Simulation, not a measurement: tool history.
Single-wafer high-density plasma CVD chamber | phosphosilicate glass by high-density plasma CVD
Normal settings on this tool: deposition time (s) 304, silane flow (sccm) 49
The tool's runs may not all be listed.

run,hour,deposition time (s),silane flow (sccm),wafers since the last listed run,hours since the silane flow controller was replaced,hours since the gauge calibration,"read-back reference wafer on the same gauge, thickness_nm",mean film thickness on the monitor wafer (Å)
1,0.0,304,49,0,3566.1,806.4,1360.167,14607.31
2,30.5,304,49,142,3596.6,836.9,1360.229,14561.99
3,61.3,304,49,144,3627.4,867.7,1359.147,14569.46
4,85.6,304,49,113,3651.7,892.0,1360.010,14569.02
5,116.3,304,49,143,3682.4,922.7,1360.304,14588.55
6,142.1,304,49,120,3708.2,948.5,1361.076,14529.16
7,159.5,304,49,81,3725.6,965.9,1360.468,14519.60
8,173.8,304,49,66,3739.9,980.2,1359.392,14560.36
9,187.1,304,49,62,3753.2,993.5,1358.858,14549.04
10,201.8,304,53,68,3767.9,1008.2,1360.378,15430.12
11,218.6,304,53,78,3784.7,1025.0,1359.855,15442.49
12,244.2,304,53,119,3810.3,1050.6,1360.492,15468.08
13,276.9,304,49,153,3843.0,1083.3,1359.849,14527.77
14,293.5,304,49,77,3859.6,1099.9,1360.295,14544.24
15,317.9,304,49,114,3884.0,1124.3,1359.656,14557.75
16,337.0,304,49,89,3903.1,1143.4,1360.466,14510.66
17,371.0,304,49,159,3937.1,1177.4,1360.194,14512.38
18,398.6,304,49,129,3964.7,1205.0,1360.357,14519.62
19,431.7,304,49,155,3997.8,1238.1,1360.022,14446.07
20,460.6,304,49,135,4026.7,1267.0,1361.260,14464.49
# hour 468.7: gauge calibrated
21,477.9,360,43,81,4044.0,9.2,1359.722,15613.45

Run 22 comes next. What will it give?
22,491.7,356,49,64,4057.8,23.0,?,?

{"run 22": {"read-back reference wafer on the same gauge, thickness_nm": 1359.563, "mean film thickness on the monitor wafer (Å)": 16937.67}}
Were there no unlogged condition in the tool, this run, its random variation unchanged, would have produced mean film thickness on the monitor wafer (Å) 17505.28.
